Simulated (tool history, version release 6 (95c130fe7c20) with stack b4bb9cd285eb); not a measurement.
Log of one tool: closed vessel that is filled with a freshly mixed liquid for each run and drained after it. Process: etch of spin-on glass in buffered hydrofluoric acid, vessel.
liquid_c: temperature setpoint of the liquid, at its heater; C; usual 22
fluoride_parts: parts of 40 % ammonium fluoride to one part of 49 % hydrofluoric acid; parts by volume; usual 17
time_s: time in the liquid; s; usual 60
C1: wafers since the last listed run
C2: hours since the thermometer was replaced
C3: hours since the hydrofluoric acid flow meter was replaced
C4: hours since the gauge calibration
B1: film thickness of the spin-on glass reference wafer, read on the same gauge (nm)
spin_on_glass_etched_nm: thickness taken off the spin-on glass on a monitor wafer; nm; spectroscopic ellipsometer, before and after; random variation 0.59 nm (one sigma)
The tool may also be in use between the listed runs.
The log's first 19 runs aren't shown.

Run 20, hour 519.5: usual settings but liquid_c 18.5 C, time_s 30 s; C1 2306; C2 254.2; C3 195.5; C4 109.4; B1 119.99. Result: spin_on_glass_etched_nm 42.56 nm.
Run 21, hour 551.9: usual settings but liquid_c 25.5 C, fluoride_parts 20.5 parts by volume; C1 2524; C2 286.6; C3 227.9; C4 141.8; B1 120. Result: spin_on_glass_etched_nm 103.01 nm.
Run 22, hour 577.2: usual settings; C1 1971; C2 311.9; C3 253.2; C4 167.1; B1 120.01. Result: spin_on_glass_etched_nm 102.86 nm.
Run 23, hour 599.2: usual settings; C1 1714; C2 333.9; C3 275.2; C4 189.1; B1 120.02. Result: spin_on_glass_etched_nm 103.18 nm.
Run 24, hour 618.3: usual settings but liquid_c 18 C, time_s 85 s; C1 1488; C2 353; C3 294.3; C4 208.2; B1 119.99. Result: spin_on_glass_etched_nm 117.93 nm.
Run 25, hour 635.8: usual settings but liquid_c 26 C; C1 1363; C2 370.5; C3 311.8; C4 225.7; B1 119.98. Result: spin_on_glass_etched_nm 129.26 nm.
Run 26, hour 660.5: usual settings; C1 1924; C2 395.2; C3 336.5; C4 250.4; B1 119.98. Result: spin_on_glass_etched_nm 104.26 nm.
Run 27, hour 693.6: usual settings but fluoride_parts 11 parts by volume, time_s 45 s; C1 2578; C2 428.3; C3 369.6; C4 283.5; B1 119.98. Result: spin_on_glass_etched_nm 120.12 nm.
Run 28, hour 722.4: usual settings but liquid_c 19 C, fluoride_parts 22 parts by volume, time_s 40 s; C1 2243; C2 457.1; C3 398.4; C4 312.3; B1 119.99. Result: spin_on_glass_etched_nm 46.48 nm.
Run 29, hour 736.9: usual settings but liquid_c 27 C, fluoride_parts 12.5 parts by volume; C1 1129; C2 471.6; C3 412.9; C4 326.8; B1 120.01. Result: spin_on_glass_etched_nm 185.35 nm.
Run 30, hour 767.2: usual settings but liquid_c 25 C, fluoride_parts 11.5 parts by volume; C1 2360; C2 501.9; C3 443.2; C4 357.1; B1 120. Result: spin_on_glass_etched_nm 181.12 nm.
Run 31, hour 789.6: usual settings but liquid_c 23.5 C, fluoride_parts 10 parts by volume, time_s 70 s; C1 1745; C2 524.3; C3 465.6; C4 379.5; B1 119.98. Result: spin_on_glass_etched_nm 223.36 nm.
Run 32, hour 814: usual settings but fluoride_parts 14.5 parts by volume, time_s 40 s; C1 1900; C2 548.7; C3 490; C4 403.9; B1 120. Result: spin_on_glass_etched_nm 81.61 nm.
Run 33, hour 838.6: usual settings; C1 1916; C2 573.3; C3 514.6; C4 428.5; B1 120. Result: spin_on_glass_etched_nm 105.54 nm.
Run 34, hour 857.2: usual settings but liquid_c 24.5 C, time_s 30 s; C1 1449; C2 591.9; C3 533.2; C4 447.1; B1 120. Result: spin_on_glass_etched_nm 60.55 nm.

Forecast each of these 3 alternatives for the next run:
Run A, hour 857.9: usual settings; C1 54; C2 592.6; C3 533.9; C4 447.8; B1 ?. Result: spin_on_glass_etched_nm ?.
Run B, hour 857.9: usual settings but liquid_c 27 C, time_s 35 s; C1 54; C2 592.6; C3 533.9; C4 447.8; B1 ?. Result: spin_on_glass_etched_nm ?.
Run C, hour 857.9: usual settings but liquid_c 18.5 C; C1 54; C2 592.6; C3 533.9; C4 447.8; B1 ?. Result: spin_on_glass_etched_nm ?.

run      B1  spin_on_glass_etched_nm
  A  119.96                    105.1
  B  119.96                    80.39
  C  119.96                    86.48
Without the tool's hidden state the same runs would have given:
run  spin_on_glass_etched_nm
  A                   100.39
  B                     76.9
  C                    82.52

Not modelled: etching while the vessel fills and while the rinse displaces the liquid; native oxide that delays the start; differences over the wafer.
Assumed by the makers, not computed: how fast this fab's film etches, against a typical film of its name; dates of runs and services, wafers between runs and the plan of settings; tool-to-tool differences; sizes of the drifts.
